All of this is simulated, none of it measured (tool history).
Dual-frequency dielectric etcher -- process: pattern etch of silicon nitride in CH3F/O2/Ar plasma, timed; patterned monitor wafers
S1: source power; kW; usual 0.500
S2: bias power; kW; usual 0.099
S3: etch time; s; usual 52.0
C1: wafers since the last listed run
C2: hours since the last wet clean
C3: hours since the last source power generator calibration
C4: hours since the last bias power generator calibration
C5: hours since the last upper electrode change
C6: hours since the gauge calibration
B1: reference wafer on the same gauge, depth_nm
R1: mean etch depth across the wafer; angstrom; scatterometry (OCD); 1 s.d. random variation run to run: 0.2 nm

| run | hour | S1 | S2 | S3 | C1 | C2 | C3 | C4 | C5 | C6 | B1 | R1 |
|---|---|---|---|---|---|---|---|---|---|---|---|---|
| 1 | 0.0 | 0.580 | 0.119 | 52.0 | 0 | 314.0 | 4695.8 | 2379.2 | 3613.1 | 190.9 | 50.30 | 523.4 |
| 2 | 14.8 | 0.580 | 0.119 | 52.0 | 123 | 328.8 | 4710.6 | 2394.0 | 3627.9 | 205.7 | 50.35 | 520.8 |
| 3 | 28.0 | 0.580 | 0.119 | 52.0 | 110 | 342.0 | 4723.8 | 2407.2 | 3641.1 | 218.9 | 50.29 | 517.4 |
| 4 | 37.3 | 0.500 | 0.099 | 52.0 | 77 | 351.3 | 4733.1 | 2416.5 | 3650.4 | 228.2 | 50.33 | 459.1 |
| 5 | 49.0 | 0.500 | 0.099 | 52.0 | 97 | 363.0 | 4744.8 | 2428.2 | 3662.1 | 239.9 | 50.31 | 460.9 |
| 6 | 60.3 | 0.500 | 0.099 | 52.0 | 94 | 374.3 | 4756.1 | 2439.5 | 3673.4 | 251.2 | 50.31 | 458.1 |
| 7 | 77.5 | 0.500 | 0.099 | 52.0 | 143 | 391.5 | 4773.3 | 2456.7 | 3690.6 | 268.4 | 50.26 | 458.2 |
|  | 80.5 | gauge calibrated |
|  | 81.7 | source power generator calibrated |
|  | 100.1 | bias power generator calibrated |
|  | 104.3 | wet clean of the chamber |
| 8 | 104.8 | 0.570 | 0.092 | 44.0 | 125 | 0.5 | 23.1 | 4.7 | 3717.9 | 24.3 | 50.37 | 415.9 |
|  | 131.4 | upper electrode replaced |
| 9 | 131.9 | 0.500 | 0.107 | 52.0 | 25 | 27.6 | 50.2 | 31.8 | 0.5 | 51.4 | 50.26 | 486.5 |
| 10 | 132.2 | 0.500 | 0.081 | 52.0 | 2 | 27.9 | 50.5 | 32.1 | 0.8 | 51.7 | 50.31 | 445.6 |
| 11 | 132.6 | 0.500 | 0.099 | 52.0 | 3 | 28.3 | 50.9 | 32.5 | 1.2 | 52.1 | 50.31 | 474.3 |
| 12 | 184.6 | 0.440 | 0.078 | 44.5 | 435 | 80.3 | 102.9 | 84.5 | 53.2 | 104.1 | 50.27 | 353.5 |
| 13 | 192.7 | 0.570 | 0.099 | 56.5 | 67 | 88.4 | 111.0 | 92.6 | 61.3 | 112.2 | 50.32 | 540.0 |
| 14 | 203.5 | 0.500 | 0.099 | 52.0 | 90 | 99.2 | 121.8 | 103.4 | 72.1 | 123.0 | 50.35 | 470.0 |

Alternative continuations, all from the tool just after run 14; predict every row:
| A | 203.9 | 0.500 | 0.099 | 52.0 | 3 | 99.6 | 122.2 | 103.8 | 72.5 | 123.4 | ? | ? |
| B | 203.9 | 0.430 | 0.120 | 65.0 | 3 | 99.6 | 122.2 | 103.8 | 72.5 | 123.4 | ? | ? |
| C | 203.9 | 0.500 | 0.115 | 52.0 | 3 | 99.6 | 122.2 | 103.8 | 72.5 | 123.4 | ? | ? |
| D | 203.9 | 0.500 | 0.078 | 47.5 | 3 | 99.6 | 122.2 | 103.8 | 72.5 | 123.4 | ? | ? |

| run | B1 | R1 |
|---|---|---|
| A | 50.38 | 469.9 |
| B | 50.38 | 587.0 |
| C | 50.38 | 493.4 |
| D | 50.38 | 398.8 |
Had the tool no hidden state, the same runs would have come out as:
| run | R1 |
|---|---|
| A | 476.1 |
| B | 594.8 |
| C | 499.9 |
| D | 404.1 |
